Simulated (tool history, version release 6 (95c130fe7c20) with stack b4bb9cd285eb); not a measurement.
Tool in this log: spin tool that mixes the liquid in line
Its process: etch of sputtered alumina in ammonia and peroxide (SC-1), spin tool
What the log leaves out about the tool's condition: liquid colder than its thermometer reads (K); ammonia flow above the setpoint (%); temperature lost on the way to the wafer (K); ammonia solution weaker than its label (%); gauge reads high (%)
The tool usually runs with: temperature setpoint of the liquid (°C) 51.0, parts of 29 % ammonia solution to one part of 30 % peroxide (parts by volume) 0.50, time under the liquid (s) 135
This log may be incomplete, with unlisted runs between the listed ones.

| run | hour | temperature setpoint of the liquid (°C) | parts of 29 % ammonia solution to one part of 30 % peroxide (parts by volume) | time under the liquid (s) | wafers since the last listed run | hours since the thermometer was replaced | hours since the ammonia flow meter was replaced | hours since the heated supply line was repaired | hours since the drum of ammonia solution was connected | hours since the gauge calibration | read-back film thickness of the sputtered alumina reference wafer, read on the same gauge (nm) | thickness taken off the sputtered alumina on a monitor wafer (nm) |
|---|---|---|---|---|---|---|---|---|---|---|---|---|
| 1 | 0.0 | 57.5 | 0.50 | 175 | 0 | 330.0 | 413.9 | 98.3 | 444.7 | 2595.5 | 150.01 | 21.53 |
| 2 | 62.7 | 51.0 | 0.50 | 135 | 503 | 392.7 | 476.6 | 161.0 | 507.4 | 2658.2 | 150.02 | 11.91 |
| 3 | 107.5 | 51.0 | 0.50 | 135 | 360 | 437.5 | 521.4 | 205.8 | 552.2 | 2703.0 | 150.02 | 11.60 |
| 4 | 173.9 | 51.0 | 0.30 | 175 | 533 | 503.9 | 587.8 | 272.2 | 618.6 | 2769.4 | 150.00 | 14.46 |
|  | 238.4 | new drum of ammonia solution connected |
| 5 | 246.6 | 45.5 | 0.65 | 195 | 576 | 576.6 | 660.5 | 344.9 | 8.2 | 2842.1 | 149.99 | 12.67 |
| 6 | 286.9 | 51.0 | 0.50 | 135 | 323 | 616.9 | 700.8 | 385.2 | 48.5 | 2882.4 | 150.02 | 11.50 |
|  | 373.4 | ammonia flow meter replaced |
| 7 | 382.9 | 57.5 | 0.50 | 175 | 763 | 712.9 | 9.5 | 481.2 | 144.5 | 2978.4 | 149.97 | 20.91 |
| 8 | 454.9 | 42.0 | 0.65 | 205 | 578 | 784.9 | 81.5 | 553.2 | 216.5 | 3050.4 | 150.01 | 10.61 |
|  | 505.7 | thermometer replaced |
| 9 | 522.9 | 51.0 | 0.50 | 135 | 538 | 17.2 | 149.5 | 621.2 | 284.5 | 3118.4 | 149.99 | 11.92 |
| 10 | 620.3 | 54.5 | 0.30 | 135 | 782 | 114.6 | 246.9 | 718.6 | 381.9 | 3215.8 | 150.01 | 13.75 |
| 11 | 686.5 | 45.5 | 0.70 | 205 | 532 | 180.8 | 313.1 | 784.8 | 448.1 | 3282.0 | 150.00 | 13.70 |
| 12 | 767.5 | 51.0 | 0.30 | 135 | 650 | 261.8 | 394.1 | 865.8 | 529.1 | 3363.0 | 149.98 | 11.30 |
|  | 815.8 | heated supply line repaired |
|  | 842.8 | gauge calibrated |
| 13 | 865.9 | 51.0 | 0.30 | 180 | 782 | 360.2 | 492.5 | 50.1 | 627.5 | 23.1 | 150.01 | 14.92 |
| 14 | 908.9 | 56.5 | 0.50 | 135 | 345 | 403.2 | 535.5 | 93.1 | 670.5 | 66.1 | 149.98 | 15.66 |
| 15 | 972.0 | 46.0 | 0.65 | 135 | 507 | 466.3 | 598.6 | 156.2 | 733.6 | 129.2 | 150.00 | 8.94 |
| 16 | 1053.4 | 59.5 | 0.30 | 190 | 654 | 547.7 | 680.0 | 237.6 | 815.0 | 210.6 | 150.02 | 24.36 |
|  | 1083.9 | new drum of ammonia solution connected |
| 17 | 1133.7 | 51.0 | 0.50 | 200 | 637 | 628.0 | 760.3 | 317.9 | 49.8 | 290.9 | 149.99 | 17.31 |
|  | 1278.5 | ammonia flow meter replaced |
|  | 1286.2 | thermometer replaced |
| 18 | 1337.0 | 51.0 | 0.40 | 115 | 1617 | 50.8 | 58.5 | 521.2 | 253.1 | 494.2 | 150.00 | 9.97 |
| 19 | 1389.1 | 60.5 | 0.50 | 135 | 418 | 102.9 | 110.6 | 573.3 | 305.2 | 546.3 | 150.00 | 19.87 |
| 20 | 1430.6 | 44.5 | 0.50 | 135 | 333 | 144.4 | 152.1 | 614.8 | 346.7 | 587.8 | 150.01 | 8.40 |
| 21 | 1502.5 | 51.0 | 0.50 | 135 | 577 | 216.3 | 224.0 | 686.7 | 418.6 | 659.7 | 150.00 | 11.91 |
| 22 | 1558.3 | 51.0 | 0.60 | 135 | 448 | 272.1 | 279.8 | 742.5 | 474.4 | 715.5 | 149.98 | 12.07 |
| 23 | 1598.0 | 55.5 | 0.45 | 190 | 319 | 311.8 | 319.5 | 782.2 | 514.1 | 755.2 | 149.99 | 20.49 |
| 24 | 1671.1 | 58.5 | 0.65 | 75 | 587 | 384.9 | 392.6 | 855.3 | 587.2 | 828.3 | 150.01 | 9.93 |

Branching from run 24: 4 alternative next runs. What would each branch give?
| A | 1671.6 | 51.0 | 0.50 | 70 | 4 | 385.4 | 393.1 | 855.8 | 587.7 | 828.8 | ? | ? |
| B | 1671.6 | 43.5 | 0.65 | 160 | 4 | 385.4 | 393.1 | 855.8 | 587.7 | 828.8 | ? | ? |
| C | 1671.6 | 47.0 | 0.60 | 205 | 4 | 385.4 | 393.1 | 855.8 | 587.7 | 828.8 | ? | ? |
| D | 1671.6 | 58.0 | 0.30 | 160 | 4 | 385.4 | 393.1 | 855.8 | 587.7 | 828.8 | ? | ? |

| run | read-back film thickness of the sputtered alumina reference wafer, read on the same gauge (nm) | thickness taken off the sputtered alumina on a monitor wafer (nm) |
|---|---|---|
| A | 150.00 | 6.07 |
| B | 150.00 | 9.32 |
| C | 150.00 | 14.47 |
| D | 150.00 | 19.21 |
With the hidden condition removed and each run's random variation left untouched, the same runs would have given:
| run | thickness taken off the sputtered alumina on a monitor wafer (nm) |
|---|---|
| A | 6.21 |
| B | 9.56 |
| C | 14.84 |
| D | 19.66 |
